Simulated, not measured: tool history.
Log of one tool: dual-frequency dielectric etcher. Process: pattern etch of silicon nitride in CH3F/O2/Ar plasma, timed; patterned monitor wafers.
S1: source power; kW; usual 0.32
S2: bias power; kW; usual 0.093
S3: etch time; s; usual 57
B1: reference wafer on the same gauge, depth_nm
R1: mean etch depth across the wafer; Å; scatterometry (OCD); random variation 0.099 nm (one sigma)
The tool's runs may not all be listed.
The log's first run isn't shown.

Run 2, hour 80.4: usual settings; B1 42.68. Result: R1 386.8 Å.
At hour 191.6: wet clean of the chamber.
Run 3, hour 192.1: usual settings; B1 42.7. Result: R1 387.1 Å.
Run 4, hour 240.9: usual settings; B1 42.69. Result: R1 386.4 Å.
Run 5, hour 330.6: usual settings but S1 0.26 kW; B1 42.7. Result: R1 372.7 Å.
Run 6, hour 438.4: usual settings; B1 42.68. Result: R1 389.3 Å.
Run 7, hour 535.3: usual settings; B1 42.68. Result: R1 388 Å.
At hour 536.8: gauge calibrated.
Run 8, hour 607: usual settings; B1 42.69. Result: R1 387.2 Å.
Run 9, hour 653.8: usual settings but S2 0.087 kW, S3 66.5 s; B1 42.7. Result: R1 439.9 Å.
At hour 702.1: bias power generator calibrated.
At hour 711.7: wet clean of the chamber.
At hour 715.2: upper electrode replaced.
Run 10, hour 739.8: usual settings but S2 0.087 kW, S3 66.5 s; B1 42.71. Result: R1 431.7 Å.
Run 11, hour 877.6: usual settings but S2 0.087 kW, S3 66.5 s; B1 42.7. Result: R1 433 Å.
Run 12, hour 956.6: usual settings but S1 0.29 kW; B1 42.71. Result: R1 375.4 Å.
Run 13, hour 1016.2: usual settings; B1 42.71. Result: R1 379.7 Å.
Run 14, hour 1114.9: usual settings; B1 42.73. Result: R1 382.9 Å.
Run 15, hour 1208.9: usual settings but S2 0.087 kW, S3 66.5 s; B1 42.7. Result: R1 434 Å.
At hour 1253.3: wet clean of the chamber.
Run 16, hour 1314.6: usual settings but S1 0.35 kW, S2 0.103 kW, S3 63.5 s; B1 42.68. Result: R1 448.8 Å.
At hour 1348.9: source power generator calibrated.
Run 17, hour 1356.2: usual settings but S3 64 s; B1 42.71. Result: R1 429.5 Å.
Run 18, hour 1423: usual settings but S2 0.078 kW, S3 66 s; B1 42.71. Result: R1 416.2 Å.
Run 19, hour 1486.2: usual settings but S1 0.25 kW, S2 0.101 kW, S3 65 s; B1 42.69. Result: R1 429.1 Å.

Forecast run 20:
Run 20, hour 1569.6: usual settings but S1 0.35 kW, S2 0.072 kW; B1 ?. Result: R1 ?.

{"run 20": {"B1": 42.68, "R1": 355.2}}
Without the tool's hidden state the same run would have given R1 354.5 Å.
